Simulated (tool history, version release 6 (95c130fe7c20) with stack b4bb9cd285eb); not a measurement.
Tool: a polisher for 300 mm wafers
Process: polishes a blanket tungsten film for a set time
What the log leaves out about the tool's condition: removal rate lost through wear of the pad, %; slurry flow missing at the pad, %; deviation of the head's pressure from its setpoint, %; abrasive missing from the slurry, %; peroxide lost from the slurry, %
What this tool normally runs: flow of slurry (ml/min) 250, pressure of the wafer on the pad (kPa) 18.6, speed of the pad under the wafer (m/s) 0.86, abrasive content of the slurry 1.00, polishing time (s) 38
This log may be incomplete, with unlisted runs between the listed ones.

| run | hour | flow of slurry (ml/min) | pressure of the wafer on the pad (kPa) | speed of the pad under the wafer (m/s) | abrasive content of the slurry | polishing time (s) | wafers since the last listed run | wafers polished on this pad | hours since the slurry nozzle was cleaned | hours since the head pressure was calibrated | hours since the slurry blender was calibrated | hours since the slurry got fresh peroxide | incoming thickness of the incoming film, nm | film removed (Å) |
|---|---|---|---|---|---|---|---|---|---|---|---|---|---|---|
| 1 | 0.0 | 250 | 18.6 | 0.86 | 1.00 | 38 | 0 | 1138 | 338.7 | 69.8 | 60.8 | 31.6 | 1505.5 | 864 |
|  | 70.3 | slurry nozzle cleaned |
| 2 | 97.0 | 250 | 18.6 | 0.76 | 1.00 | 38 | 699 | 1838 | 26.7 | 166.8 | 157.8 | 128.6 | 1553.4 | 834 |
|  | 110.7 | worn pad replaced by a new one |
| 3 | 146.2 | 250 | 18.6 | 0.76 | 1.00 | 38 | 329 | 258 | 75.9 | 216.0 | 207.0 | 177.8 | 1500.6 | 806 |
|  | 170.2 | slurry blender recalibrated |
|  | 187.8 | slurry tank refilled with fresh slurry and peroxide |
| 4 | 196.5 | 250 | 18.6 | 0.76 | 1.00 | 38 | 344 | 603 | 126.2 | 266.3 | 26.3 | 8.7 | 1528.0 | 783 |
| 5 | 254.1 | 225 | 18.6 | 0.86 | 1.00 | 38 | 419 | 1023 | 183.8 | 323.9 | 83.9 | 66.3 | 1524.9 | 838 |
| 6 | 310.2 | 320 | 18.6 | 0.86 | 1.00 | 38 | 409 | 1432 | 239.9 | 380.0 | 140.0 | 122.4 | 1521.9 | 901 |
|  | 352.2 | worn pad replaced by a new one |
| 7 | 391.2 | 320 | 18.6 | 0.86 | 1.00 | 38 | 561 | 284 | 320.9 | 461.0 | 221.0 | 203.4 | 1515.5 | 885 |
|  | 409.0 | slurry tank refilled with fresh slurry and peroxide |
|  | 419.0 | slurry nozzle cleaned |
|  | 434.2 | slurry blender recalibrated |
| 8 | 471.5 | 305 | 15.2 | 0.60 | 1.00 | 38 | 556 | 840 | 52.5 | 541.3 | 37.3 | 62.5 | 1496.3 | 566 |
| 9 | 567.5 | 180 | 18.6 | 0.86 | 0.80 | 38 | 699 | 1540 | 148.5 | 637.3 | 133.3 | 158.5 | 1514.6 | 797 |
|  | 638.2 | worn pad replaced by a new one |
|  | 657.5 | slurry blender recalibrated |
|  | 663.1 | slurry tank refilled with fresh slurry and peroxide |
|  | 792.8 | slurry nozzle cleaned |
| 10 | 824.5 | 275 | 16.5 | 0.86 | 1.30 | 33 | 1815 | 1329 | 31.7 | 894.3 | 167.0 | 161.4 | 1509.2 | 756 |
|  | 852.4 | worn pad replaced by a new one |
|  | 889.9 | head pressure recalibrated |
| 11 | 897.5 | 180 | 18.6 | 0.86 | 0.80 | 38 | 488 | 314 | 104.7 | 7.6 | 240.0 | 234.4 | 1534.4 | 797 |
|  | 918.7 | slurry tank refilled with fresh slurry and peroxide |
|  | 929.7 | slurry blender recalibrated |
| 12 | 1097.5 | 250 | 18.6 | 0.86 | 0.90 | 38 | 1436 | 1750 | 304.7 | 207.6 | 167.8 | 178.8 | 1512.6 | 829 |
|  | 1124.3 | worn pad replaced by a new one |
|  | 1135.0 | slurry tank refilled with fresh slurry and peroxide |
| 13 | 1150.0 | 250 | 18.6 | 0.86 | 1.10 | 38 | 346 | 179 | 357.2 | 260.1 | 220.3 | 15.0 | 1531.4 | 854 |
|  | 1157.7 | slurry nozzle cleaned |
|  | 1211.9 | slurry blender recalibrated |
| 14 | 1249.2 | 225 | 18.6 | 0.86 | 1.00 | 38 | 701 | 881 | 91.5 | 359.3 | 37.3 | 114.2 | 1533.1 | 865 |

The logged runs with the hidden state left out (each run's random variation unchanged):
| run | film removed (Å) |
|---|---|
| 1 | 944 |
| 2 | 853 |
| 3 | 842 |
| 4 | 833 |
| 5 | 917 |
| 6 | 969 |
| 7 | 962 |
| 8 | 575 |
| 9 | 853 |
| 10 | 768 |
| 11 | 849 |
| 12 | 906 |
| 13 | 938 |
| 14 | 905 |
